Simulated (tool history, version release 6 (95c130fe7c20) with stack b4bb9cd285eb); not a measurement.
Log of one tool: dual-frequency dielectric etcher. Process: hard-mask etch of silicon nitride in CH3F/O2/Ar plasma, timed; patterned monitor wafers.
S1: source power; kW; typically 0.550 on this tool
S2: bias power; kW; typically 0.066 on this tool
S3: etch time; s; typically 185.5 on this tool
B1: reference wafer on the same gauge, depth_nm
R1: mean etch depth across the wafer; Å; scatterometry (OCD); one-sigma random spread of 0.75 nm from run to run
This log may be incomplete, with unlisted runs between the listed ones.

run 1 hour=0.0 | S1=0.550 S2=0.066 S3=185.5 | B1=130.7 | R1=1344
run 2 hour=6.0 | S1=0.550 S2=0.066 S3=185.5 | B1=130.9 | R1=1344
run 3 hour=18.4 | S1=0.550 S2=0.066 S3=185.5 | B1=130.9 | R1=1349
run 4 hour=30.7 | S1=0.550 S2=0.066 S3=185.5 | B1=131.1 | R1=1340
run 5 hour=45.4 | S1=0.550 S2=0.066 S3=185.5 | B1=131.1 | R1=1350
run 6 hour=63.2 | S1=0.550 S2=0.066 S3=185.5 | B1=131.0 | R1=1356
run 7 hour=71.0 | S1=0.500 S2=0.066 S3=185.5 | B1=130.9 | R1=1323
run 8 hour=81.9 | S1=0.550 S2=0.060 S3=185.5 | B1=131.1 | R1=1330
-- hour=111.5 upper electrode replaced
run 9 hour=112.0 | S1=0.550 S2=0.066 S3=185.5 | B1=130.9 | R1=1350
run 10 hour=112.4 | S1=0.550 S2=0.066 S3=185.5 | B1=131.0 | R1=1352
run 11 hour=112.8 | S1=0.550 S2=0.074 S3=205.0 | B1=131.0 | R1=1554
run 12 hour=143.2 | S1=0.550 S2=0.074 S3=205.0 | B1=130.8 | R1=1564
run 13 hour=156.7 | S1=0.550 S2=0.066 S3=185.5 | B1=131.3 | R1=1385
run 14 hour=167.8 | S1=0.500 S2=0.076 S3=185.5 | B1=130.9 | R1=1356
-- hour=175.4 source power generator calibrated
-- hour=176.0 bias power generator calibrated
run 15 hour=177.1 | S1=0.450 S2=0.066 S3=232.0 | B1=131.0 | R1=1613
run 16 hour=191.4 | S1=0.510 S2=0.058 S3=167.5 | B1=130.8 | R1=1180
run 17 hour=205.2 | S1=0.550 S2=0.057 S3=185.5 | B1=131.2 | R1=1321
-- hour=229.3 wet clean of the chamber
run 18 hour=229.8 | S1=0.550 S2=0.066 S3=218.0 | B1=130.8 | R1=1554
run 19 hour=230.2 | S1=0.460 S2=0.066 S3=185.5 | B1=130.8 | R1=1253
run 20 hour=231.7 | S1=0.430 S2=0.077 S3=213.0 | B1=130.8 | R1=1467
run 21 hour=247.2 | S1=0.550 S2=0.055 S3=185.5 | B1=130.9 | R1=1283
-- hour=247.6 gauge calibrated
run 22 hour=284.2 | S1=0.550 S2=0.074 S3=185.5 | B1=131.3 | R1=1360
run 23 hour=291.8 | S1=0.420 S2=0.066 S3=158.0 | B1=131.0 | R1=1052
run 24 hour=301.8 | S1=0.600 S2=0.066 S3=185.5 | B1=131.0 | R1=1378
run 25 hour=313.7 | S1=0.550 S2=0.066 S3=185.5 | B1=131.1 | R1=1337
run 26 hour=331.3 | S1=0.550 S2=0.066 S3=185.5 | B1=130.9 | R1=1333
run 27 hour=346.2 | S1=0.630 S2=0.075 S3=139.0 | B1=131.0 | R1=1089
run 28 hour=354.6 | S1=0.550 S2=0.066 S3=185.5 | B1=131.0 | R1=1364
run 29 hour=363.4 | S1=0.550 S2=0.066 S3=165.5 | B1=130.9 | R1=1208
run 30 hour=373.5 | S1=0.500 S2=0.076 S3=185.5 | B1=131.1 | R1=1354

Forecast each of these 4 alternatives for the next run:
run A hour=374.0 | S1=0.550 S2=0.071 S3=185.5 | B1=? | R1=?
run B hour=374.0 | S1=0.550 S2=0.066 S3=216.5 | B1=? | R1=?
run C hour=374.0 | S1=0.620 S2=0.058 S3=230.5 | B1=? | R1=?
run D hour=374.0 | S1=0.590 S2=0.066 S3=238.5 | B1=? | R1=?

run=A B1=131.2 R1=1384
run=B B1=131.2 R1=1586
run=C B1=131.2 R1=1704
run=D B1=131.2 R1=1788
With the hidden condition removed and each run's random variation left untouched, the same runs would have given:
run=A R1=1358
run=B R1=1556
run=C R1=1672
run=D R1=1754

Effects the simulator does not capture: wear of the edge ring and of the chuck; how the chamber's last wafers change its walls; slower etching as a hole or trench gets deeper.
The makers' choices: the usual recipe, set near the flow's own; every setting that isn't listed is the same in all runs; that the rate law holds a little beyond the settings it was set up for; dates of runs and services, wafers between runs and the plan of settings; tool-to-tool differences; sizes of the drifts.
